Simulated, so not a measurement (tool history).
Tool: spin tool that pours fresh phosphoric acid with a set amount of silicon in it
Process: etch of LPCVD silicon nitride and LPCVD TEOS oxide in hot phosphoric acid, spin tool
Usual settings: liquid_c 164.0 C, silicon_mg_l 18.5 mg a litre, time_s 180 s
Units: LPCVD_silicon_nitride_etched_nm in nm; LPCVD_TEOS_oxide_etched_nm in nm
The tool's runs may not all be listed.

| run | day | liquid_c | silicon_mg_l | time_s | wafers since the last listed run | hours since the thermometer was replaced | hours since the dissolved silicon flow meter was replaced | hours since the heated supply line was repaired | hours since the gauge calibration | read-back film thickness of the LPCVD silicon nitride reference wafer, read on the same gauge (nm) | read-back film thickness of the LPCVD TEOS oxide reference wafer, read on the same gauge (nm) | LPCVD_silicon_nitride_etched_nm | LPCVD_TEOS_oxide_etched_nm |
|---|---|---|---|---|---|---|---|---|---|---|---|---|---|
| 1 | 0.000 | 164.0 | 18.5 | 255 | 0 | 1638.0 | 998.4 | 1828.2 | 785.9 | 30.00 | 50.015 | 26.27 | 0.718 |
| 2 | 2.429 | 166.5 | 18.5 | 180 | 383 | 1696.3 | 1056.7 | 1886.5 | 844.2 | 30.01 | 49.984 | 20.36 | 0.663 |
| 3 | 5.179 | 166.5 | 18.5 | 180 | 434 | 1762.3 | 1122.7 | 1952.5 | 910.2 | 30.00 | 49.986 | 19.93 | 0.608 |
| 4 | 7.329 | 166.5 | 18.5 | 180 | 339 | 1813.9 | 1174.3 | 2004.1 | 961.8 | 30.00 | 50.007 | 19.91 | 0.592 |
| 5 | 9.671 | 164.0 | 13.0 | 180 | 369 | 1870.1 | 1230.5 | 2060.3 | 1018.0 | 30.01 | 49.992 | 18.40 | 0.681 |
|  | 11.079 | thermometer replaced |
| 6 | 15.458 | 164.0 | 13.0 | 180 | 906 | 105.1 | 1369.4 | 2199.2 | 1156.9 | 30.02 | 50.058 | 18.60 | 0.573 |
| 7 | 16.579 | 164.0 | 13.0 | 180 | 176 | 132.0 | 1396.3 | 2226.1 | 1183.8 | 30.01 | 49.996 | 18.48 | 0.598 |
|  | 17.246 | dissolved silicon flow meter replaced |
| 8 | 17.662 | 164.0 | 18.5 | 180 | 164 | 158.0 | 10.0 | 2252.1 | 1209.8 | 30.00 | 49.942 | 18.46 | 0.542 |
| 9 | 18.767 | 162.5 | 18.5 | 180 | 174 | 184.5 | 36.5 | 2278.6 | 1236.3 | 29.98 | 49.985 | 17.41 | 0.477 |
| 10 | 19.775 | 164.0 | 18.5 | 180 | 159 | 208.7 | 60.7 | 2302.8 | 1260.5 | 30.03 | 49.977 | 18.33 | 0.530 |
| 11 | 21.125 | 163.0 | 18.5 | 135 | 213 | 241.1 | 93.1 | 2335.2 | 1292.9 | 30.01 | 50.035 | 13.32 | 0.357 |
|  | 21.200 | heated supply line repaired |
| 12 | 22.346 | 164.0 | 18.5 | 180 | 186 | 270.4 | 122.4 | 27.5 | 1322.2 | 29.94 | 49.998 | 16.89 | 0.441 |
| 13 | 24.146 | 164.0 | 18.5 | 180 | 284 | 313.6 | 165.6 | 70.7 | 1365.4 | 30.01 | 49.975 | 17.08 | 0.481 |
| 14 | 26.108 | 165.5 | 7.0 | 140 | 309 | 360.7 | 212.7 | 117.8 | 1412.5 | 29.97 | 49.983 | 13.88 | 0.531 |
| 15 | 27.400 | 166.5 | 27.0 | 180 | 203 | 391.7 | 243.7 | 148.8 | 1443.5 | 29.96 | 49.962 | 18.47 | 0.405 |
| 16 | 29.512 | 164.0 | 18.5 | 100 | 333 | 442.4 | 294.4 | 199.5 | 1494.2 | 29.99 | 50.045 | 9.44 | 0.230 |
|  | 31.467 | gauge calibrated |
| 17 | 32.362 | 162.5 | 25.0 | 180 | 449 | 510.8 | 362.8 | 267.9 | 21.5 | 29.98 | 49.996 | 16.07 | 0.301 |
|  | 34.217 | heated supply line repaired, repeated, since the last time left the tool worse |
| 18 | 34.975 | 166.0 | 18.5 | 245 | 405 | 573.5 | 425.5 | 18.2 | 84.2 | 29.98 | 49.988 | 28.47 | 0.950 |
| 19 | 36.325 | 164.0 | 18.5 | 180 | 213 | 605.9 | 457.9 | 50.6 | 116.6 | 29.97 | 49.989 | 20.03 | 0.628 |
| 20 | 38.121 | 164.0 | 14.0 | 180 | 283 | 649.0 | 501.0 | 93.7 | 159.7 | 29.99 | 50.005 | 19.79 | 0.689 |
| 21 | 39.508 | 164.0 | 18.5 | 180 | 219 | 682.3 | 534.3 | 127.0 | 193.0 | 30.01 | 50.023 | 19.78 | 0.611 |
| 22 | 42.842 | 165.0 | 26.5 | 130 | 526 | 762.3 | 614.3 | 207.0 | 273.0 | 30.01 | 49.989 | 14.67 | 0.402 |
| 23 | 44.550 | 164.0 | 13.0 | 180 | 269 | 803.3 | 655.3 | 248.0 | 314.0 | 29.96 | 50.012 | 19.78 | 0.663 |

Forecast each of these 3 alternatives for the next run:
| A | 44.571 | 164.0 | 18.5 | 180 | 3 | 803.8 | 655.8 | 248.5 | 314.5 | ? | ? | ? | ? |
| B | 44.571 | 167.0 | 29.0 | 260 | 3 | 803.8 | 655.8 | 248.5 | 314.5 | ? | ? | ? | ? |
| C | 44.571 | 167.0 | 18.5 | 210 | 3 | 803.8 | 655.8 | 248.5 | 314.5 | ? | ? | ? | ? |

| run | read-back film thickness of the LPCVD silicon nitride reference wafer, read on the same gauge (nm) | read-back film thickness of the LPCVD TEOS oxide reference wafer, read on the same gauge (nm) | LPCVD_silicon_nitride_etched_nm | LPCVD_TEOS_oxide_etched_nm |
|---|---|---|---|---|
| A | 30.00 | 49.987 | 19.66 | 0.668 |
| B | 30.00 | 49.987 | 31.33 | 0.854 |
| C | 30.00 | 49.987 | 25.31 | 0.969 |
Without the tool's hidden state the same runs would have given:
| run | LPCVD_silicon_nitride_etched_nm | LPCVD_TEOS_oxide_etched_nm |
|---|---|---|
| A | 19.98 | 0.693 |
| B | 31.85 | 0.886 |
| C | 25.72 | 1.004 |
